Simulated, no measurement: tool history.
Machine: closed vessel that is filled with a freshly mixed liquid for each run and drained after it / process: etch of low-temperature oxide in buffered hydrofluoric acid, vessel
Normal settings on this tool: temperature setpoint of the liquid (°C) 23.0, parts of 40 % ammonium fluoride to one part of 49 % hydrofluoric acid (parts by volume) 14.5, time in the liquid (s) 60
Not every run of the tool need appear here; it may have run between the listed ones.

run	hour	temperature setpoint of the liquid (°C)	parts of 40 % ammonium fluoride to one part of 49 % hydrofluoric acid (parts by volume)	time in the liquid (s)	read-back film thickness of the low-temperature oxide reference wafer, read on the same gauge (nm)	thickness taken off the low-temperature oxide on a monitor wafer (angstrom)
1	0.0	23.0	10.5	60	80.00	3934.0
2	10.2	23.0	10.5	60	79.97	3904.2
3	21.3	23.0	10.5	60	80.01	3956.9
4	38.4	23.0	14.5	60	79.99	2888.1
5	51.8	23.0	14.5	60	80.00	2872.7
6	62.7	23.0	14.5	60	79.99	2884.0
7	71.8	23.0	14.5	60	80.02	2876.0
8	87.2	23.0	18.5	60	79.96	2273.7
9	100.6	23.0	18.5	60	80.02	2286.5
10	108.8	23.0	14.5	60	80.00	2829.9
11	116.0	23.0	14.5	60	80.02	2820.2
# hour 136.4: hydrofluoric acid flow meter replaced
12	138.0	23.0	10.5	60	80.04	4480.8
13	152.2	24.5	14.5	60	80.01	3504.3
# hour 160.5: thermometer replaced
14	161.3	21.0	20.5	75	80.03	2229.4
15	172.7	27.5	12.0	75	80.04	5335.9
16	187.2	19.0	14.5	70	80.01	2627.6
17	193.3	19.5	12.5	60	79.96	2653.8
18	203.1	23.0	18.5	60	80.02	2193.8
# hour 205.0: gauge calibrated
19	248.2	23.0	18.5	60	80.03	2202.1
20	254.8	23.0	9.5	70	80.01	4905.2
21	272.5	23.0	11.0	50	80.03	3028.7
22	289.7	23.0	9.5	85	80.01	5929.0

Results per run with the tool's hidden condition removed, run-to-run variation unchanged:
Hidden state present: liquid hotter than its thermometer reads (K); hydrofluoric acid flow below the setpoint (%); gauge reads high (%).
run	thickness taken off the low-temperature oxide on a monitor wafer (angstrom)
1	3873.5
2	3845.6
3	3899.4
4	2849.1
5	2836.4
6	2848.9
7	2841.7
8	2211.5
9	2223.4
10	2800.7
11	2792.5
12	3897.4
13	3054.1
14	2236.7
15	5371.1
16	2646.3
17	2671.5
18	2209.5
19	2221.1
20	4907.9
21	3055.6
22	5927.1

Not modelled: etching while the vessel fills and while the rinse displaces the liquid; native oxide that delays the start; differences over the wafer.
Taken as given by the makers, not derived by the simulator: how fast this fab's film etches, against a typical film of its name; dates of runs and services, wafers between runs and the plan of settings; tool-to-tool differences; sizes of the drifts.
